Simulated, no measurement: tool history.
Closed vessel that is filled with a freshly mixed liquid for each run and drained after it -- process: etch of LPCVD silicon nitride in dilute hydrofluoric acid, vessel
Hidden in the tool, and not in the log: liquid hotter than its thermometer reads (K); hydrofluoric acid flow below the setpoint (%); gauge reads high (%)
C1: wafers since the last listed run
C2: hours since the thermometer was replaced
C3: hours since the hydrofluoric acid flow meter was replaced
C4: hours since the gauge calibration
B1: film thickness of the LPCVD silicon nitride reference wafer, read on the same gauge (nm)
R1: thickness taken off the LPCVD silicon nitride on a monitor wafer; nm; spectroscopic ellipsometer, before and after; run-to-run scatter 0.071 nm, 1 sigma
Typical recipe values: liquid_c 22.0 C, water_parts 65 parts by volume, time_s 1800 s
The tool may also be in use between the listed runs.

Run 1, hour 0.0: usual settings but time_s 1430 s; C1 0; C2 1111.9; C3 1282.7; C4 74.4; B1 60.01. Result: R1 9.93 nm.
Run 2, hour 11.2: usual settings but time_s 1430 s; C1 558; C2 1123.1; C3 1293.9; C4 85.6; B1 60.02. Result: R1 9.80 nm.
Run 3, hour 26.0: usual settings but water_parts 60 parts by volume; C1 737; C2 1137.9; C3 1308.7; C4 100.4; B1 59.99. Result: R1 13.46 nm.
Run 4, hour 40.6: usual settings; C1 727; C2 1152.5; C3 1323.3; C4 115.0; B1 60.00. Result: R1 12.52 nm.
Run 5, hour 54.6: usual settings; C1 697; C2 1166.5; C3 1337.3; C4 129.0; B1 60.00. Result: R1 12.38 nm.
Run 6, hour 69.4: usual settings; C1 737; C2 1181.3; C3 1352.1; C4 143.8; B1 60.00. Result: R1 12.40 nm.
Run 7, hour 83.7: usual settings; C1 712; C2 1195.6; C3 1366.4; C4 158.1; B1 59.96. Result: R1 12.35 nm.
Run 8, hour 98.4: usual settings; C1 732; C2 1210.3; C3 1381.1; C4 172.8; B1 59.99. Result: R1 12.47 nm.
Run 9, hour 112.1: usual settings; C1 682; C2 1224.0; C3 1394.8; C4 186.5; B1 59.99. Result: R1 12.39 nm.
Run 10, hour 127.3: usual settings; C1 757; C2 1239.2; C3 1410.0; C4 201.7; B1 59.98. Result: R1 12.51 nm.
Run 11, hour 144.0: usual settings but water_parts 85 parts by volume; C1 832; C2 1255.9; C3 1426.7; C4 218.4; B1 59.97. Result: R1 9.56 nm.
At hour 146.0: gauge calibrated.
Run 12, hour 161.7: usual settings but water_parts 85 parts by volume; C1 882; C2 1273.6; C3 1444.4; C4 15.7; B1 60.03. Result: R1 9.52 nm.
Run 13, hour 177.7: usual settings; C1 797; C2 1289.6; C3 1460.4; C4 31.7; B1 59.96. Result: R1 12.60 nm.
At hour 179.9: thermometer replaced.
Run 14, hour 193.0: usual settings but liquid_c 24.5 C; C1 712; C2 13.1; C3 1475.7; C4 47.0; B1 60.00. Result: R1 12.63 nm.
At hour 201.6: hydrofluoric acid flow meter replaced.
Run 15, hour 203.9: usual settings but liquid_c 17.5 C, water_parts 95 parts by volume, time_s 2525 s; C1 493; C2 24.0; C3 2.3; C4 57.9; B1 59.98. Result: R1 8.59 nm.
Run 16, hour 217.2: usual settings but liquid_c 25.5 C; C1 662; C2 37.3; C3 15.6; C4 71.2; B1 59.99. Result: R1 15.40 nm.
Run 17, hour 230.6: usual settings; C1 667; C2 50.7; C3 29.0; C4 84.6; B1 59.99. Result: R1 12.03 nm.
Run 18, hour 242.1: usual settings but water_parts 35 parts by volume; C1 573; C2 62.2; C3 40.5; C4 96.1; B1 60.00. Result: R1 22.36 nm.
Run 19, hour 255.9: usual settings but liquid_c 26.5 C, water_parts 85 parts by volume, time_s 1230 s; C1 687; C2 76.0; C3 54.3; C4 109.9; B1 60.03. Result: R1 8.69 nm.
Run 20, hour 266.2: usual settings but time_s 2755 s; C1 513; C2 86.3; C3 64.6; C4 120.2; B1 59.99. Result: R1 18.46 nm.
Run 21, hour 281.0: usual settings but liquid_c 24.5 C; C1 737; C2 101.1; C3 79.4; C4 135.0; B1 60.05. Result: R1 14.29 nm.
Run 22, hour 293.4: usual settings but liquid_c 25.5 C, water_parts 55 parts by volume, time_s 775 s; C1 618; C2 113.5; C3 91.8; C4 147.4; B1 59.98. Result: R1 7.86 nm.
Run 23, hour 301.4: usual settings but liquid_c 20.5 C, water_parts 40 parts by volume; C1 398; C2 121.5; C3 99.8; C4 155.4; B1 60.00. Result: R1 17.43 nm.
Run 24, hour 309.2: usual settings; C1 388; C2 129.3; C3 107.6; C4 163.2; B1 60.01. Result: R1 12.13 nm.

Alternative continuations, all from the tool just after run 24; predict every row:
Run A, hour 310.3: usual settings; C1 54; C2 130.4; C3 108.7; C4 164.3; B1 ?. Result: R1 ?.
Run B, hour 310.3: usual settings but liquid_c 18.5 C, water_parts 45 parts by volume, time_s 2785 s; C1 54; C2 130.4; C3 108.7; C4 164.3; B1 ?. Result: R1 ?.
Run C, hour 310.3: usual settings but water_parts 80 parts by volume, time_s 2860 s; C1 54; C2 130.4; C3 108.7; C4 164.3; B1 ?. Result: R1 ?.
Run D, hour 310.3: usual settings but liquid_c 25.0 C, time_s 2210 s; C1 54; C2 130.4; C3 108.7; C4 164.3; B1 ?. Result: R1 ?.
Run E, hour 310.3: usual settings but liquid_c 19.5 C, water_parts 90 parts by volume; C1 54; C2 130.4; C3 108.7; C4 164.3; B1 ?. Result: R1 ?.

run     B1     R1
  A  60.01  12.15
  B  60.01  21.13
  C  60.01  15.75
  D  60.01  18.24
  E  60.01   7.45
Without the tool's hidden state the same runs would have given:
run     R1
  A  12.27
  B  21.32
  C  15.91
  D  18.44
  E   7.53
